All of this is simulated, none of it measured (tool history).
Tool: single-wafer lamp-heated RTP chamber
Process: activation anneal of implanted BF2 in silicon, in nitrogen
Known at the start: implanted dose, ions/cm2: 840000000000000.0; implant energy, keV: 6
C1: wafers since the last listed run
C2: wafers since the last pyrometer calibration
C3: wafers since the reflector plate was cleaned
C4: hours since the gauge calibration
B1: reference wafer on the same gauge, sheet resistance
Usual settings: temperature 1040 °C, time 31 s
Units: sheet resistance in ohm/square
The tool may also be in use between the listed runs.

{"run": 1, "hour": 0.0, "temperature": 1040, "time": 31, "C1": 0, "C2": 517, "C3": 3270, "C4": 256.7, "B1": 225.09, "sheet resistance": 212.33}
{"hour": 30.5, "done": "reflector plate cleaned"}
{"hour": 141.0, "done": "pyrometer window cleaned and pyrometer calibrated"}
{"run": 2, "hour": 141.5, "temperature": 1040, "time": 31, "C1": 2167, "C2": 8, "C3": 1779, "C4": 398.2, "B1": 224.85, "sheet resistance": 217.43}
{"run": 3, "hour": 203.2, "temperature": 1040, "time": 31, "C1": 1065, "C2": 1073, "C3": 2844, "C4": 459.9, "B1": 225.04, "sheet resistance": 213.69}
{"hour": 249.2, "done": "reflector plate cleaned"}
{"run": 4, "hour": 273.5, "temperature": 1040, "time": 31, "C1": 1075, "C2": 2149, "C3": 419, "C4": 530.2, "B1": 225.02, "sheet resistance": 217.12}
{"hour": 310.9, "done": "pyrometer window cleaned and pyrometer calibrated"}
{"run": 5, "hour": 316.4, "temperature": 1040, "time": 31, "C1": 602, "C2": 95, "C3": 1022, "C4": 573.1, "B1": 224.91, "sheet resistance": 218.06}
{"run": 6, "hour": 371.3, "temperature": 1040, "time": 31, "C1": 948, "C2": 1043, "C3": 1970, "C4": 628, "B1": 224.86, "sheet resistance": 217.08}
{"run": 7, "hour": 410.0, "temperature": 1040, "time": 31, "C1": 668, "C2": 1711, "C3": 2638, "C4": 666.7, "B1": 225.05, "sheet resistance": 214.27}
{"hour": 449.3, "done": "reflector plate cleaned"}
{"run": 8, "hour": 449.8, "temperature": 1040, "time": 31, "C1": 549, "C2": 2260, "C3": 8, "C4": 706.5, "B1": 225.21, "sheet resistance": 217.47}
{"hour": 464.4, "done": "pyrometer window cleaned and pyrometer calibrated"}
{"run": 9, "hour": 487.5, "temperature": 1028, "time": 36, "C1": 512, "C2": 399, "C3": 521, "C4": 744.2, "B1": 225.17, "sheet resistance": 226.9}
{"hour": 539.3, "done": "gauge calibrated"}
{"run": 10, "hour": 545.1, "temperature": 1056, "time": 44, "C1": 994, "C2": 1394, "C3": 1515, "C4": 5.8, "B1": 225.31, "sheet resistance": 188.48}
{"run": 11, "hour": 583.0, "temperature": 1052, "time": 31, "C1": 654, "C2": 2048, "C3": 2170, "C4": 43.7, "B1": 224.94, "sheet resistance": 201.48}
{"hour": 623.0, "done": "pyrometer window cleaned and pyrometer calibrated"}
{"run": 12, "hour": 629.2, "temperature": 1025, "time": 47, "C1": 659, "C2": 107, "C3": 2830, "C4": 89.9, "B1": 224.89, "sheet resistance": 214.16}
{"hour": 641.8, "done": "reflector plate cleaned"}
{"run": 13, "hour": 680.0, "temperature": 1040, "time": 31, "C1": 739, "C2": 846, "C3": 658, "C4": 140.7, "B1": 225.08, "sheet resistance": 219.28}
{"run": 14, "hour": 729.3, "temperature": 1068, "time": 16, "C1": 851, "C2": 1697, "C3": 1510, "C4": 190, "B1": 224.89, "sheet resistance": 208.31}
{"run": 15, "hour": 766.4, "temperature": 1040, "time": 31, "C1": 640, "C2": 2338, "C3": 2150, "C4": 227.1, "B1": 224.83, "sheet resistance": 216.88}
{"hour": 806.4, "done": "pyrometer window cleaned and pyrometer calibrated"}
{"hour": 819.0, "done": "reflector plate cleaned"}
{"run": 16, "hour": 826.3, "temperature": 1019, "time": 19, "C1": 758, "C2": 205, "C3": 126, "C4": 287, "B1": 224.88, "sheet resistance": 273.52}

What the log doesn't show, run by run:
true wafer temperature minus pyrometer reading, K: 0 in every run
gauge reads high (%): 0 in every run
H1: wafer temperature error from the tarnished reflector plate, K
run=1 H1=6.66
run=2 H1=2.68
run=3 H1=5.32
run=4 H1=0.181
run=5 H1=0.772
run=6 H1=2.34
run=7 H1=3.99
run=8 H1=0.251
run=9 H1=0.47
run=10 H1=1.63
run=11 H1=2.94
run=12 H1=5.13
run=13 H1=0.312
run=14 H1=1.25
run=15 H1=2.43
run=16 H1=0.862

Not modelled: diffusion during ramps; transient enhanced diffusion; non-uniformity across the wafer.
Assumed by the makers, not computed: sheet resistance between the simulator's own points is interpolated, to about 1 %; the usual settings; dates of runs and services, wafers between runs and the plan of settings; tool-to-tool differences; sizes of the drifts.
